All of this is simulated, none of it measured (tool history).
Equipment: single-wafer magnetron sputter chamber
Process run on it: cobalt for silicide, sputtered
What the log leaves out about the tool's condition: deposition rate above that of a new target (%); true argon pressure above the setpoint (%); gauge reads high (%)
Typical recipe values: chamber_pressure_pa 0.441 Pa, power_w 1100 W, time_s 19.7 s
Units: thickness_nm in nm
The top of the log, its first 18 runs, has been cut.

run,hour,chamber_pressure_pa,power_w,time_s,wafers since the last listed run,wafers on the sputter target,hours since the last manometer calibration,hours since the magnet pack was replaced,hours since the gauge calibration,"read-back reference wafer on the same gauge, thickness_nm",thickness_nm
19,565.0,0.441,1100,19.7,572,4050,17.6,413.8,219.0,11.101,11.543
20,583.9,0.441,1250,16.2,633,4683,36.5,432.7,237.9,11.086,10.787
21,598.7,0.606,1300,15.9,495,5179,51.3,447.5,252.7,11.118,10.575
22,614.6,0.441,1100,19.7,532,5711,67.2,463.4,268.6,11.098,11.540
23,639.6,0.441,1100,19.7,837,6549,92.2,488.4,293.6,11.094,11.561
24,671.9,0.272,1100,17.8,1082,7631,124.5,520.7,325.9,11.114,10.939
# hour 710.8: sputter target and shields replaced
25,711.3,0.501,900,17.0,1051,17,163.9,560.1,365.3,11.115,8.033
26,735.7,0.505,1050,21.4,817,834,188.3,584.5,389.7,11.115,11.668
27,766.8,0.441,1100,19.7,1041,1876,219.4,615.6,420.8,11.083,11.569
28,796.9,0.604,1250,18.4,1008,2884,249.5,645.7,450.9,11.106,11.806
29,824.8,0.277,1000,22.7,934,3819,277.4,673.6,478.8,11.107,12.561
30,858.5,0.441,900,19.7,1129,4948,311.1,707.3,512.5,11.105,9.438
31,888.3,0.441,1100,19.7,998,5946,340.9,737.1,542.3,11.087,11.438
# hour 927.3: sputter target and shields replaced
32,945.5,0.441,1100,19.7,1648,610,398.1,794.3,599.5,11.089,11.607
33,963.9,0.441,950,20.7,616,1226,416.5,812.7,617.9,11.103,10.501
34,982.4,0.441,1100,19.7,619,1846,435.0,831.2,636.4,11.091,11.510
35,1003.2,0.441,1100,18.3,696,2543,455.8,852.0,657.2,11.096,10.773

Branching from run 35: 4 alternative next runs. What would each branch give?
A,1003.6,0.441,1100,19.7,13,2556,456.2,852.4,657.6,?,?
B,1003.6,0.441,950,16.1,13,2556,456.2,852.4,657.6,?,?
C,1003.6,0.269,800,15.8,13,2556,456.2,852.4,657.6,?,?
D,1003.6,0.581,1300,16.5,13,2556,456.2,852.4,657.6,?,?

run,"read-back reference wafer on the same gauge, thickness_nm",thickness_nm
A,11.088,11.489
B,11.088,8.109
C,11.088,6.988
D,11.088,10.996
Without the tool's unlogged condition, the same runs would have read:
run,thickness_nm
A,11.489
B,8.109
C,6.988
D,10.996
